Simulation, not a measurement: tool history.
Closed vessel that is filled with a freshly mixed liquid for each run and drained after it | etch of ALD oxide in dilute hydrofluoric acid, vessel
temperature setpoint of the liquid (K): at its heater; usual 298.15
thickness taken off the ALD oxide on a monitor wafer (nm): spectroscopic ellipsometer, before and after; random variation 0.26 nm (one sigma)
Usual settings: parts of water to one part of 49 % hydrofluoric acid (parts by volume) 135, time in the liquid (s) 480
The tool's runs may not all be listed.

run,hour,temperature setpoint of the liquid (K),parts of water to one part of 49 % hydrofluoric acid (parts by volume),time in the liquid (s),wafers since the last listed run,hours since the thermometer was replaced,hours since the hydrofluoric acid flow meter was replaced,hours since the gauge calibration,"read-back film thickness of the ALD oxide reference wafer, read on the same gauge (nm)",thickness taken off the ALD oxide on a monitor wafer (nm)
1,0.0,298.15,135,480,0,522.7,457.9,74.7,40.02,40.88
2,16.8,298.15,135,270,1413,539.5,474.7,91.5,40.00,23.08
3,29.8,298.15,135,480,1093,552.5,487.7,104.5,40.02,40.26
4,46.6,298.15,135,480,1413,569.3,504.5,121.3,39.99,40.29
5,58.8,298.15,135,415,1026,581.5,516.7,133.5,40.01,34.49
6,68.8,298.15,135,480,841,591.5,526.7,143.5,39.98,40.23
# hour 72.9: gauge calibrated
7,75.3,297.15,135,480,546,598.0,533.2,2.4,39.98,38.61
# hour 84.9: hydrofluoric acid flow meter replaced
8,86.8,300.15,135,480,883,609.5,1.9,13.9,39.97,50.51
9,98.3,302.15,135,480,967,621.0,13.4,25.4,40.01,54.38
10,107.3,298.15,185,720,757,630.0,22.4,34.4,40.02,47.96
# hour 111.8: thermometer replaced
11,117.2,298.15,135,270,748,5.4,32.3,44.3,40.00,26.11
12,128.7,298.15,80,480,967,16.9,43.8,55.8,40.01,83.91
13,138.4,295.15,135,480,816,26.6,53.5,65.5,40.03,41.07
14,147.3,294.65,185,755,748,35.5,62.4,74.4,40.01,43.79
15,157.4,302.15,135,755,849,45.6,72.5,84.5,40.01,84.09

4 ways to go on from here, each from the tool as it stands after run 15. What would each give?
A,158.2,298.15,135,480,67,46.4,73.3,85.3,?,?
B,158.2,298.15,170,705,67,46.4,73.3,85.3,?,?
C,158.2,298.15,190,340,67,46.4,73.3,85.3,?,?
D,158.2,294.15,95,765,67,46.4,73.3,85.3,?,?

run,"read-back film thickness of the ALD oxide reference wafer, read on the same gauge (nm)",thickness taken off the ALD oxide on a monitor wafer (nm)
A,39.99,46.22
B,39.99,51.70
C,39.99,21.80
D,39.99,93.78
Without the tool's hidden state the same runs would have given:
run,thickness taken off the ALD oxide on a monitor wafer (nm)
A,47.74
B,53.46
C,22.55
D,96.73
